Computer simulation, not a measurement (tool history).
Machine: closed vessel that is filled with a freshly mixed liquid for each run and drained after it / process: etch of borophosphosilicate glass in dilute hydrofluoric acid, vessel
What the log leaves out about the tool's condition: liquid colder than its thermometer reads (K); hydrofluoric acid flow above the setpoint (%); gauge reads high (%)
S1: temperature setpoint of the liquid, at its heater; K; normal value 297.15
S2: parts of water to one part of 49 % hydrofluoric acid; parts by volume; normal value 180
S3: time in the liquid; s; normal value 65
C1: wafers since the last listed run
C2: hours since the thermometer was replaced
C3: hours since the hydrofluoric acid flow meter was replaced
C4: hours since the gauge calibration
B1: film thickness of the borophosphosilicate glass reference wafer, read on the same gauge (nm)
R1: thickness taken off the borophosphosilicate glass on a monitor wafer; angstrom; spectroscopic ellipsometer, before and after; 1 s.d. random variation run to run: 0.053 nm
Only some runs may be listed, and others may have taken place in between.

| run | hour | S1 | S2 | S3 | C1 | C2 | C3 | C4 | B1 | R1 |
|---|---|---|---|---|---|---|---|---|---|---|
| 1 | 0 | 297.15 | 180 | 80 | 0 | 1803.8 | 956 | 195.4 | 149.98 | 121.3 |
| 2 | 20.7 | 297.15 | 180 | 80 | 2303 | 1824.5 | 976.7 | 216.1 | 150.01 | 122.2 |
| 3 | 53.2 | 301.15 | 180 | 90 | 3616 | 1857 | 1009.2 | 248.6 | 150.02 | 159.6 |
| 4 | 67.7 | 297.15 | 180 | 65 | 1613 | 1871.5 | 1023.7 | 263.1 | 149.99 | 99.1 |
| 5 | 89.1 | 297.15 | 180 | 65 | 2381 | 1892.9 | 1045.1 | 284.5 | 150.01 | 99.7 |
| 6 | 111.6 | 297.15 | 180 | 65 | 2504 | 1915.4 | 1067.6 | 307 | 149.97 | 98.5 |
| 7 | 139.6 | 297.15 | 110 | 65 | 3116 | 1943.4 | 1095.6 | 335 | 150.03 | 175.3 |
| 8 | 171.3 | 297.15 | 110 | 65 | 3527 | 1975.1 | 1127.3 | 366.7 | 149.94 | 175.1 |
| 9 | 199 | 301.15 | 180 | 65 | 3082 | 2002.8 | 1155 | 394.4 | 150.01 | 115.2 |
| 10 | 232.3 | 301.15 | 180 | 65 | 3706 | 2036.1 | 1188.3 | 427.7 | 149.95 | 116.2 |
| 11 | 251.6 | 301.15 | 180 | 65 | 2147 | 2055.4 | 1207.6 | 447 | 149.98 | 117.2 |
|  | 252.8 | thermometer replaced |
|  | 256.7 | gauge calibrated |
| 12 | 276.2 | 297.15 | 180 | 75 | 2626 | 23.4 | 1232.2 | 19.5 | 150.01 | 124.1 |
|  | 292.1 | hydrofluoric acid flow meter replaced |
| 13 | 292.6 | 297.15 | 180 | 35 | 1713 | 39.8 | 0.5 | 35.9 | 149.99 | 52.7 |
| 14 | 307.7 | 297.15 | 180 | 35 | 1680 | 54.9 | 15.6 | 51 | 149.97 | 52.2 |
| 15 | 341.1 | 297.15 | 135 | 65 | 3717 | 88.3 | 49 | 84.4 | 149.99 | 136.4 |
| 16 | 363.8 | 297.15 | 95 | 45 | 2526 | 111 | 71.7 | 107.1 | 149.98 | 142.6 |
| 17 | 396.6 | 293.15 | 130 | 65 | 3650 | 143.8 | 104.5 | 139.9 | 150 | 123.4 |
| 18 | 417.7 | 297.15 | 120 | 40 | 2348 | 164.9 | 125.6 | 161 | 150.02 | 97.4 |
| 19 | 440.8 | 301.15 | 155 | 30 | 2570 | 188 | 148.7 | 184.1 | 150.01 | 63.8 |
| 20 | 467 | 301.15 | 180 | 65 | 2915 | 214.2 | 174.9 | 210.3 | 149.99 | 113.9 |
| 21 | 488.6 | 297.15 | 180 | 65 | 2403 | 235.8 | 196.5 | 231.9 | 150.06 | 99.8 |
| 22 | 505.5 | 299.65 | 265 | 80 | 1880 | 252.7 | 213.4 | 248.8 | 150 | 82.1 |
| 23 | 539.3 | 297.15 | 135 | 65 | 3761 | 286.5 | 247.2 | 282.6 | 149.96 | 137.9 |
| 24 | 567.6 | 297.15 | 120 | 95 | 3149 | 314.8 | 275.5 | 310.9 | 150 | 232.3 |
| 25 | 588.6 | 300.65 | 215 | 85 | 2337 | 335.8 | 296.5 | 331.9 | 149.96 | 119.1 |
| 26 | 617.6 | 297.15 | 180 | 65 | 3227 | 364.8 | 325.5 | 360.9 | 150 | 99.2 |
| 27 | 636.4 | 297.15 | 140 | 65 | 2092 | 383.6 | 344.3 | 379.7 | 149.98 | 132.6 |
| 28 | 658 | 295.15 | 230 | 65 | 2403 | 405.2 | 365.9 | 401.3 | 150.01 | 69.3 |
| 29 | 671.7 | 297.15 | 180 | 65 | 1524 | 418.9 | 379.6 | 415 | 150 | 100.3 |

Below are 5 alternative next runs, each starting from the tool's condition after run 29. Predict each:
| A | 672.4 | 297.15 | 180 | 65 | 77 | 419.6 | 380.3 | 415.7 | ? | ? |
| B | 672.4 | 297.15 | 240 | 55 | 77 | 419.6 | 380.3 | 415.7 | ? | ? |
| C | 672.4 | 297.15 | 180 | 90 | 77 | 419.6 | 380.3 | 415.7 | ? | ? |
| D | 672.4 | 297.15 | 90 | 65 | 77 | 419.6 | 380.3 | 415.7 | ? | ? |
| E | 672.4 | 297.15 | 150 | 65 | 77 | 419.6 | 380.3 | 415.7 | ? | ? |

| run | B1 | R1 |
|---|---|---|
| A | 150 | 100.2 |
| B | 150 | 59.8 |
| C | 150 | 138.7 |
| D | 150 | 221.5 |
| E | 150 | 124.1 |
Without the tool's hidden state the same runs would have given:
| run | R1 |
|---|---|
| A | 97.9 |
| B | 58.3 |
| C | 135.6 |
| D | 217.6 |
| E | 121.5 |

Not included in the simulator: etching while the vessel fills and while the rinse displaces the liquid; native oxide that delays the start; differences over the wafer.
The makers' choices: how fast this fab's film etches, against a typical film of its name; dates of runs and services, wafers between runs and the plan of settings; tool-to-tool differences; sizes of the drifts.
